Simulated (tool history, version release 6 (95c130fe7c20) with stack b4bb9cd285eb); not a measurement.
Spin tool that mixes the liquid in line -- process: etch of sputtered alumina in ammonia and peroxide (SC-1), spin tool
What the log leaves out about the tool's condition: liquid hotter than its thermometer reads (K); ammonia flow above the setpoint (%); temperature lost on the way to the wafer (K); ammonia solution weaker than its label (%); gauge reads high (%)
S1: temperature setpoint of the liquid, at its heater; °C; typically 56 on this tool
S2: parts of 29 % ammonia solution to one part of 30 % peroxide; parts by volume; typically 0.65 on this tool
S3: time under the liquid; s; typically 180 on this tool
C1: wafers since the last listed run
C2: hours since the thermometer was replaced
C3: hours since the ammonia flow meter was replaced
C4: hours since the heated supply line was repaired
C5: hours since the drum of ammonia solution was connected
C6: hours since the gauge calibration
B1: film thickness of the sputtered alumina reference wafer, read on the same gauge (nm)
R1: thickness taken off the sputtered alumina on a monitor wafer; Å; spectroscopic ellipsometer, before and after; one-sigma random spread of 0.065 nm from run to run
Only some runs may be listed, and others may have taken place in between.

{"run": 1, "hour": 0.0, "S1": 56, "S2": 0.65, "S3": 260, "C1": 0, "C2": 1671.6, "C3": 2121.6, "C4": 2602.5, "C5": 387.5, "C6": 2167.1, "B1": 149.98, "R1": 191.6}
{"hour": 24.1, "done": "thermometer replaced"}
{"run": 2, "hour": 52.6, "S1": 50.5, "S2": 0.65, "S3": 140, "C1": 458, "C2": 28.5, "C3": 2174.2, "C4": 2655.1, "C5": 440.1, "C6": 2219.7, "B1": 149.96, "R1": 77.5}
{"hour": 89.4, "done": "gauge calibrated"}
{"run": 3, "hour": 98.2, "S1": 56, "S2": 0.65, "S3": 180, "C1": 405, "C2": 74.1, "C3": 2219.8, "C4": 2700.7, "C5": 485.7, "C6": 8.8, "B1": 150.01, "R1": 133.2}
{"run": 4, "hour": 138.5, "S1": 56, "S2": 0.65, "S3": 180, "C1": 358, "C2": 114.4, "C3": 2260.1, "C4": 2741, "C5": 526, "C6": 49.1, "B1": 149.99, "R1": 133.5}
{"run": 5, "hour": 205.6, "S1": 56, "S2": 0.65, "S3": 180, "C1": 596, "C2": 181.5, "C3": 2327.2, "C4": 2808.1, "C5": 593.1, "C6": 116.2, "B1": 150.05, "R1": 133.1}
{"run": 6, "hour": 272.1, "S1": 56, "S2": 0.65, "S3": 105, "C1": 590, "C2": 248, "C3": 2393.7, "C4": 2874.6, "C5": 659.6, "C6": 182.7, "B1": 149.95, "R1": 76.9}
{"run": 7, "hour": 322.7, "S1": 60, "S2": 0.8, "S3": 105, "C1": 449, "C2": 298.6, "C3": 2444.3, "C4": 2925.2, "C5": 710.2, "C6": 233.3, "B1": 150, "R1": 96.6}
{"hour": 359.5, "done": "heated supply line repaired"}
{"run": 8, "hour": 378.3, "S1": 61, "S2": 0.35, "S3": 260, "C1": 485, "C2": 354.2, "C3": 2499.9, "C4": 18.8, "C5": 765.8, "C6": 288.9, "B1": 149.96, "R1": 249}
{"run": 9, "hour": 443.1, "S1": 56, "S2": 0.65, "S3": 145, "C1": 575, "C2": 419, "C3": 2564.7, "C4": 83.6, "C5": 830.6, "C6": 353.7, "B1": 150.01, "R1": 113.7}
{"run": 10, "hour": 471.6, "S1": 59, "S2": 0.95, "S3": 120, "C1": 253, "C2": 447.5, "C3": 2593.2, "C4": 112.1, "C5": 859.1, "C6": 382.2, "B1": 149.99, "R1": 114}
{"hour": 498.3, "done": "ammonia flow meter replaced"}
{"run": 11, "hour": 504.8, "S1": 60, "S2": 0.75, "S3": 215, "C1": 286, "C2": 480.7, "C3": 6.5, "C4": 145.3, "C5": 892.3, "C6": 415.4, "B1": 150.03, "R1": 208.3}
{"run": 12, "hour": 549.9, "S1": 60, "S2": 0.8, "S3": 255, "C1": 400, "C2": 525.8, "C3": 51.6, "C4": 190.4, "C5": 937.4, "C6": 460.5, "B1": 150.03, "R1": 250.7}
{"run": 13, "hour": 615.9, "S1": 53, "S2": 0.65, "S3": 210, "C1": 586, "C2": 591.8, "C3": 117.6, "C4": 256.4, "C5": 1003.4, "C6": 526.5, "B1": 149.96, "R1": 139.7}
{"run": 14, "hour": 650.8, "S1": 60, "S2": 0.75, "S3": 215, "C1": 310, "C2": 626.7, "C3": 152.5, "C4": 291.3, "C5": 1038.3, "C6": 561.4, "B1": 150.02, "R1": 209.8}
{"run": 15, "hour": 700.9, "S1": 62, "S2": 0.95, "S3": 180, "C1": 445, "C2": 676.8, "C3": 202.6, "C4": 341.4, "C5": 1088.4, "C6": 611.5, "B1": 149.97, "R1": 199.1}
{"run": 16, "hour": 760.3, "S1": 53, "S2": 0.65, "S3": 180, "C1": 527, "C2": 736.2, "C3": 262, "C4": 400.8, "C5": 1147.8, "C6": 670.9, "B1": 150.05, "R1": 119.5}
{"run": 17, "hour": 815.0, "S1": 60, "S2": 0.8, "S3": 105, "C1": 486, "C2": 790.9, "C3": 316.7, "C4": 455.5, "C5": 1202.5, "C6": 725.6, "B1": 150.01, "R1": 103.1}
{"hour": 833.5, "done": "new drum of ammonia solution connected"}
{"run": 18, "hour": 871.1, "S1": 59, "S2": 0.65, "S3": 180, "C1": 489, "C2": 847, "C3": 372.8, "C4": 511.6, "C5": 37.6, "C6": 781.7, "B1": 149.95, "R1": 163.8}
{"run": 19, "hour": 939.9, "S1": 56, "S2": 0.8, "S3": 180, "C1": 611, "C2": 915.8, "C3": 441.6, "C4": 580.4, "C5": 106.4, "C6": 850.5, "B1": 149.98, "R1": 143.3}
{"run": 20, "hour": 1008.1, "S1": 47.5, "S2": 0.45, "S3": 265, "C1": 606, "C2": 984, "C3": 509.8, "C4": 648.6, "C5": 174.6, "C6": 918.7, "B1": 150.01, "R1": 126.1}
{"run": 21, "hour": 1055.0, "S1": 60.5, "S2": 0.95, "S3": 180, "C1": 416, "C2": 1030.9, "C3": 556.7, "C4": 695.5, "C5": 221.5, "C6": 965.6, "B1": 149.95, "R1": 182.2}
{"run": 22, "hour": 1102.9, "S1": 56, "S2": 0.75, "S3": 180, "C1": 425, "C2": 1078.8, "C3": 604.6, "C4": 743.4, "C5": 269.4, "C6": 1013.5, "B1": 150.01, "R1": 141.3}
{"run": 23, "hour": 1156.1, "S1": 56, "S2": 0.9, "S3": 180, "C1": 472, "C2": 1132, "C3": 657.8, "C4": 796.6, "C5": 322.6, "C6": 1066.7, "B1": 149.97, "R1": 143.1}
{"run": 24, "hour": 1182.4, "S1": 50.5, "S2": 0.8, "S3": 245, "C1": 233, "C2": 1158.3, "C3": 684.1, "C4": 822.9, "C5": 348.9, "C6": 1093, "B1": 149.99, "R1": 143.6}
{"run": 25, "hour": 1393.9, "S1": 56, "S2": 0.65, "S3": 275, "C1": 1879, "C2": 1369.8, "C3": 895.6, "C4": 1034.4, "C5": 560.4, "C6": 1304.5, "B1": 150.07, "R1": 211.6}

For some of the steps in R1 from one run to the next: how much would appear even if the tool had no hidden state, given the settings, what came in and random variation, and how much remains for the hidden state plus any gauge scatter that the measured result and the result without hidden state don't share?
Run 1 -> 2: S1 56 -> 50.5, S3 260 -> 140, thermometer replaced. R1 -114.1 Å: hidden state +7, all else -121.1.
Run 7 -> 8: S1 60 -> 61, S2 0.8 -> 0.35, S3 105 -> 260, heated supply line repaired. R1 +152.4 Å: hidden state +6.2, all else +146.2.
Run 8 -> 9: S1 61 -> 56, S2 0.35 -> 0.65, S3 260 -> 145. R1 -135.3 Å: hidden state +0.1, all else -135.4.
